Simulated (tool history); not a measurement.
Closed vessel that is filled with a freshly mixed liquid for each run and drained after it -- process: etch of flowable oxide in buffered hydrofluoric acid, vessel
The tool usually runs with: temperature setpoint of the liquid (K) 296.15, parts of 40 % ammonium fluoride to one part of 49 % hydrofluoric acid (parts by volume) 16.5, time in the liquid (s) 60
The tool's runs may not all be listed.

run     day  temperature setpoint of the liquid (K)  parts of 40 % ammonium fluoride to one part of 49 % hydrofluoric acid (parts by volume)  time in the liquid (s)  read-back film thickness of the flowable oxide reference wafer, read on the same gauge (nm)  thickness taken off the flowable oxide on a monitor wafer (angstrom)
  1       0                                  296.15                                                                                     16.5                      60                                                                                        59.97                                                                 714.4
  2   0.779                                  296.15                                                                                     16.5                      60                                                                                        60.02                                                                 713.1
  3   4.092                                  296.15                                                                                     16.5                      60                                                                                        59.97                                                                 712.9
  4   5.383                                  296.15                                                                                     16.5                      60                                                                                        60.03                                                                 712.7
  5   6.867                                  296.15                                                                                     16.5                      60                                                                                           60                                                                 709.3
      7.162  -- gauge calibrated
  6   8.342                                  296.15                                                                                     16.5                      60                                                                                        59.99                                                                 711.5
  7    9.55                                  296.15                                                                                     16.5                      60                                                                                        60.04                                                                   709
  8  11.021                                  296.15                                                                                     16.5                      60                                                                                           60                                                                 710.7
  9   11.55                                  296.15                                                                                     16.5                      60                                                                                        59.97                                                                 707.7
 10  12.962                                  296.15                                                                                     16.5                      60                                                                                           60                                                                 707.9
 11  14.233                                  296.15                                                                                     16.5                      60                                                                                        60.02                                                                 708.4
 12  14.875                                  296.15                                                                                     16.5                      80                                                                                        60.03                                                                 948.8
 13  16.096                                  296.15                                                                                     16.5                      80                                                                                        59.98                                                                 944.8
 14  16.625                                  294.15                                                                                     11.5                      75                                                                                        60.02                                                                1122.8
 15  17.483                                  296.15                                                                                     16.5                      60                                                                                           60                                                                 706.3
 16  18.767                                  296.15                                                                                     16.5                      60                                                                                        59.99                                                                 706.4
 17  19.904                                  296.15                                                                                     16.5                      60                                                                                        59.99                                                                 703.9
 18  20.992                                  301.15                                                                                     16.5                      60                                                                                        59.99                                                                 921.8
 19  22.217                                  296.15                                                                                     16.5                      60                                                                                        60.02                                                                 705.2
     23.646  -- hydrofluoric acid flow meter replaced
 20  23.667                                  296.15                                                                                     16.5                      30                                                                                        60.01                                                                   354
 21  24.471                                  293.65                                                                                     16.5                      90                                                                                        60.02                                                                 913.8
     24.525  -- thermometer replaced
 22  25.208                                  298.15                                                                                     16.5                      60                                                                                        59.96                                                                 810.2
 23  26.842                                  300.65                                                                                     16.5                      60                                                                                        59.98                                                                 927.9
 24  27.942                                  296.15                                                                                     16.5                      60                                                                                        60.07                                                                 722.1
 25  29.296                                  298.65                                                                                     13.5                      60                                                                                        59.99                                                                1009.1
 26  30.621                                  291.15                                                                                     16.5                      60                                                                                        60.01                                                                 548.6
 27  31.875                                  297.65                                                                                       14                      30                                                                                        59.97                                                                 458.9
 28  32.533                                  291.65                                                                                     16.5                      60                                                                                           60                                                                 558.7
 29  33.108                                  293.65                                                                                     16.5                      60                                                                                        60.02                                                                 630.5
 30  34.492                                  296.15                                                                                     11.5                      90                                                                                           60                                                                  1538
 31  35.767                                  299.65                                                                                     16.5                      60                                                                                           60                                                                 872.5
 32  36.288                                  296.15                                                                                     16.5                      60                                                                                        60.03                                                                 719.7
 33  36.946                                  296.15                                                                                       20                      60                                                                                        60.02                                                                 596.7

Branching from run 33: 4 alternative next runs. What would each branch give?
  A  36.975                                  296.15                                                                                       19                      60                                                                                            ?                                                                     ?
  B  36.975                                  297.65                                                                                     21.5                      85                                                                                            ?                                                                     ?
  C  36.975                                  293.15                                                                                     16.5                      60                                                                                            ?                                                                     ?
  D  36.975                                  294.15                                                                                     16.5                      45                                                                                            ?                                                                     ?

run  read-back film thickness of the flowable oxide reference wafer, read on the same gauge (nm)  thickness taken off the flowable oxide on a monitor wafer (angstrom)
  A                                                                                        59.95                                                                 627.1
  B                                                                                        59.95                                                                 872.6
  C                                                                                        59.95                                                                 609.9
  D                                                                                        59.95                                                                 483.8
Without the tool's hidden state the same runs would have given:
run  thickness taken off the flowable oxide on a monitor wafer (angstrom)
  A                                                                 636.2
  B                                                                 885.1
  C                                                                 618.9
  D                                                                 490.9
